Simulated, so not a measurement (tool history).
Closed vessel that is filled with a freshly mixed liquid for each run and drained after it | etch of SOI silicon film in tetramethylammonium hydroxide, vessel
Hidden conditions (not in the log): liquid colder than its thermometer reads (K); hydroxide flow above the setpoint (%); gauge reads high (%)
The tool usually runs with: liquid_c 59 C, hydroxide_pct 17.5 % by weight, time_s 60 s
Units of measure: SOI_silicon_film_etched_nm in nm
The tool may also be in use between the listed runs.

run	day	liquid_c	hydroxide_pct	time_s	wafers since the last listed run	hours since the thermometer was replaced	hours since the hydroxide flow meter was replaced	hours since the gauge calibration	read-back film thickness of the SOI silicon film reference wafer, read on the same gauge (nm)	SOI_silicon_film_etched_nm
1	0	59	17.5	60	0	2514.6	534	387.8	69.99	159.44
2	1.558	59	17.5	60	3279	2552	571.4	425.2	70.04	161.05
3	3.021	59	17.5	60	3078	2587.1	606.5	460.3	70.01	160.08
4	7.883	59	13.5	60	10234	2703.8	723.2	577	69.97	177.87
5	9.708	59	17.5	60	3841	2747.6	767	620.8	70	159.23
6	10.854	59	17.5	60	2411	2775.1	794.5	648.3	70.02	158.45
7	12.267	59	17.5	60	2973	2809	828.4	682.2	69.98	157.83
8	13.658	59	17.5	60	2929	2842.4	861.8	715.6	70	155.86
9	15.612	59	17.5	60	4113	2889.3	908.7	762.5	69.98	157.09
10	17.333	63	17.5	50	3621	2930.6	950	803.8	70.02	168.93
11	19.7	63	17.5	50	4981	2987.4	1006.8	860.6	70.04	168.49
12	21.933	59	17.5	60	4700	3041	1060.4	914.2	70.02	154.72
# day 27.108: thermometer replaced
13	28.058	59	17.5	50	12804	22.8	1207.4	1061.2	69.99	149.46
14	29.967	59	17.5	60	4016	68.6	1253.2	1107	70.05	180.22
# day 31.933: gauge calibrated
15	32.188	59	17.5	60	4674	121.9	1306.5	6.1	69.98	177.54
16	33.967	59	15.5	60	3744	164.6	1349.2	48.8	70	186.87
17	35.233	66.5	12.5	60	2666	195	1379.6	79.2	70.01	324.35
18	37.85	52	14.5	30	5507	257.8	1442.4	142	69.95	61.42
19	39.925	62.5	17.5	75	4367	307.6	1492.2	191.8	70.01	270.36
20	42.562	59	17.5	60	5551	370.9	1555.5	255.1	70.01	175.65
21	43.596	53.5	20	40	2174	395.7	1580.3	279.9	69.99	77.04
22	44.908	59	17.5	60	2762	427.2	1611.8	311.4	70	172.73
23	46.012	59	17.5	60	2324	453.7	1638.3	337.9	69.99	172.91
24	48.446	59	17.5	60	5121	512.1	1696.7	396.3	70.01	176.49

What will run 25 give?
# day 49.475: hydroxide flow meter replaced
25	49.621	56	17.5	30	2385	540.3	3.5	424.5	?	?

read-back film thickness of the SOI silicon film reference wafer, read on the same gauge (nm): 70.02
SOI_silicon_film_etched_nm: 73.1 nm
Take away the tool's hidden state, keep the run-to-run variation as it was, and the same run would have given SOI_silicon_film_etched_nm 75.49 nm.
